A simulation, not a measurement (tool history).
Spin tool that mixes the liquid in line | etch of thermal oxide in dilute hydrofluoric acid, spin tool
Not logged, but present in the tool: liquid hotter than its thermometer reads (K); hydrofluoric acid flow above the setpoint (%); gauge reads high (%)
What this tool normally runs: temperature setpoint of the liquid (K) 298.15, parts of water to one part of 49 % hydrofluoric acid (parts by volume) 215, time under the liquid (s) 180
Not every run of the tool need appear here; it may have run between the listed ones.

run   hour  temperature setpoint of the liquid (K)  parts of water to one part of 49 % hydrofluoric acid (parts by volume)  time under the liquid (s)  wafers since the last listed run  hours since the thermometer was replaced  hours since the hydrofluoric acid flow meter was replaced  hours since the gauge calibration  read-back film thickness of the thermal oxide reference wafer, read on the same gauge (nm)  thickness taken off the thermal oxide on a monitor wafer (Å)
  1    0.0                                  298.15                                                                     215                        180                                 0                                    1401.8                                                     1029.7                              245.3                                                                                     139.988                                                         42.36
  2   22.4                                  298.15                                                                     215                        180                               115                                    1424.2                                                     1052.1                              267.7                                                                                     139.987                                                         42.77
  3  101.4                                  298.15                                                                     270                        180                               408                                    1503.2                                                     1131.1                              346.7                                                                                     139.999                                                         32.59
  4  114.1                                  298.15                                                                     215                        180                                65                                    1515.9                                                     1143.8                              359.4                                                                                     140.015                                                         43.34
  5  128.4                                  298.15                                                                     215                        180                                74                                    1530.2                                                     1158.1                              373.7                                                                                     139.992                                                         43.40
     133.3  -- thermometer replaced
  6  163.7                                  298.15                                                                     215                        180                               177                                      30.4                                                     1193.4                              409.0                                                                                     140.011                                                         43.54
     176.7  -- gauge calibrated
  7  177.0                                  298.15                                                                     280                        180                                68                                      43.7                                                     1206.7                                0.3                                                                                     139.983                                                         31.48
  8  202.7                                  298.15                                                                     280                        180                               133                                      69.4                                                     1232.4                               26.0                                                                                     140.006                                                         31.43
  9  229.5                                  301.15                                                                     270                        180                               138                                      96.2                                                     1259.2                               52.8                                                                                     139.988                                                         36.63
     249.5  -- hydrofluoric acid flow meter replaced
 10  263.6                                  298.15                                                                     215                        180                               171                                     130.3                                                       14.1                               86.9                                                                                     140.005                                                         37.68
 11  295.8                                  295.65                                                                     290                        135                               166                                     162.5                                                       46.3                              119.1                                                                                     139.988                                                         17.97
 12  307.8                                  298.15                                                                     215                        180                                62                                     174.5                                                       58.3                              131.1                                                                                     140.035                                                         37.86
 13  329.7                                  294.65                                                                     245                        210                               113                                     196.4                                                       80.2                              153.0                                                                                     139.992                                                         33.51
 14  345.5                                  296.65                                                                     215                        130                                81                                     212.2                                                       96.0                              168.8                                                                                     139.984                                                         26.15
 15  367.3                                  298.15                                                                     215                        180                               112                                     234.0                                                      117.8                              190.6                                                                                     139.991                                                         38.57
 16  431.0                                  298.15                                                                     185                        180                               329                                     297.7                                                      181.5                              254.3                                                                                     140.013                                                         46.34

Below are 4 alternative next runs, each starting from the tool's condition after run 16. Predict each:
  A  431.5                                  298.15                                                                     215                        180                                 2                                     298.2                                                      182.0                              254.8                                                                                           ?                                                             ?
  B  431.5                                  298.15                                                                     215                        275                                 2                                     298.2                                                      182.0                              254.8                                                                                           ?                                                             ?
  C  431.5                                  300.15                                                                     155                         85                                 2                                     298.2                                                      182.0                              254.8                                                                                           ?                                                             ?
  D  431.5                                  296.65                                                                     215                        235                                 2                                     298.2                                                      182.0                              254.8                                                                                           ?                                                             ?

run  read-back film thickness of the thermal oxide reference wafer, read on the same gauge (nm)  thickness taken off the thermal oxide on a monitor wafer (Å)
  A                                                                                     139.999                                                         38.53
  B                                                                                     139.999                                                         58.87
  C                                                                                     139.999                                                         29.05
  D                                                                                     139.999                                                         47.61
With the hidden condition removed and each run's random variation left untouched, the same runs would have given:
run  thickness taken off the thermal oxide on a monitor wafer (Å)
  A                                                         37.17
  B                                                         56.78
  C                                                         28.06
  D                                                         45.94

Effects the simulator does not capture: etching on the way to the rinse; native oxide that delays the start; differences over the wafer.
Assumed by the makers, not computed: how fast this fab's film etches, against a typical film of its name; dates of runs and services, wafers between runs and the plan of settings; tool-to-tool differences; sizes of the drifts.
